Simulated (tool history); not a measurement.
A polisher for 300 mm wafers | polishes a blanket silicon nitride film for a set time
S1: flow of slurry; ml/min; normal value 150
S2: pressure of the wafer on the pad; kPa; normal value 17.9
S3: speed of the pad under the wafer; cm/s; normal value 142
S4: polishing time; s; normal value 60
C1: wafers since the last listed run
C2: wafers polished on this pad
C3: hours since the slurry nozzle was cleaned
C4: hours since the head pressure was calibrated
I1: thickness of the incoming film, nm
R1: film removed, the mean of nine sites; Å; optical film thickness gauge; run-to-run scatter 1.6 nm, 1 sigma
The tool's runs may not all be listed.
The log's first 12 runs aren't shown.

run	day	S1	S2	S3	S4	C1	C2	C3	C4	I1	R1
13	27.317	150	17.9	142	60	216	2519	321.7	255.9	796.5	1090
# day 29.129: slurry nozzle cleaned
# day 30.804: worn pad replaced by a new one
14	36.162	150	17.9	142	60	1473	914	168.8	468.2	810.8	1270
# day 37.079: head pressure recalibrated
15	39.817	150	17.9	142	60	609	1523	256.5	65.7	802	1081
16	42.142	150	17.9	142	60	396	1920	312.3	121.5	802.6	1066
17	43.808	150	13.8	142	60	284	2204	352.3	161.5	793.8	815
# day 44.229: slurry nozzle cleaned
18	46.317	150	13.8	142	60	420	2625	50.1	221.7	789.8	810
# day 47.588: worn pad replaced by a new one
19	47.608	150	11.7	110	50	191	3	81.1	252.7	794	553
20	48.988	170	20.7	178	73	235	238	114.2	285.8	812.1	2013
21	50.421	120	17.9	100	69	244	483	148.6	320.2	799.8	1031
22	51.608	150	17.9	142	60	202	686	177.1	348.7	796.7	1183
23	54.075	150	17.9	160	60	420	1106	236.3	407.9	786.8	1319
# day 56.362: head pressure recalibrated
24	56.725	185	17.9	142	60	437	1544	299.9	8.7	791.2	1174
25	58.492	150	17.9	176	41	301	1846	342.3	51.1	814.8	893
# day 60.171: slurry nozzle cleaned
26	60.642	150	17.9	176	41	359	2206	11.3	102.7	807.8	891
# day 62.225: worn pad replaced by a new one
27	68.438	150	20	142	60	1301	1059	198.4	289.8	804.8	1297
28	69.617	150	17.9	108	60	201	1261	226.7	318.1	814.2	933
29	71.238	150	17.9	142	60	276	1537	265.6	357	808.3	1195
30	73.8	150	17.9	92	60	437	1974	327.1	418.5	812.3	847
31	75.633	110	17.9	142	81	312	2287	371.1	462.5	810	1458
# day 76.779: slurry nozzle cleaned
# day 77.358: worn pad replaced by a new one
32	77.379	110	11.7	168	60	262	3	14.4	504.4	791.2	909
# day 79.821: head pressure recalibrated
33	80.221	195	17.9	174	60	470	474	82.6	9.6	809.7	1439
34	81.542	110	21.4	142	60	225	699	114.3	41.3	806.2	1297
35	83.396	150	24.1	142	80	316	1015	158.8	85.8	808.1	2071
36	85.858	150	17.9	142	60	420	1435	217.9	144.9	797.7	1166

Branching from run 36: 4 alternative next runs. What would each branch give?
A	85.875	150	17.9	166	60	2	1438	218.3	145.3	814.7	?
B	85.875	150	19.3	102	41	2	1438	218.3	145.3	814.7	?
C	85.875	150	20.7	142	60	2	1438	218.3	145.3	814.7	?
D	85.875	150	17.9	122	60	2	1438	218.3	145.3	814.7	?

run	R1
A	1305
B	661
C	1335
D	1029
Take away the tool's hidden state, keep each run's random variation, and the runs would have read:
run	R1
A	1366
B	691
C	1396
D	1077
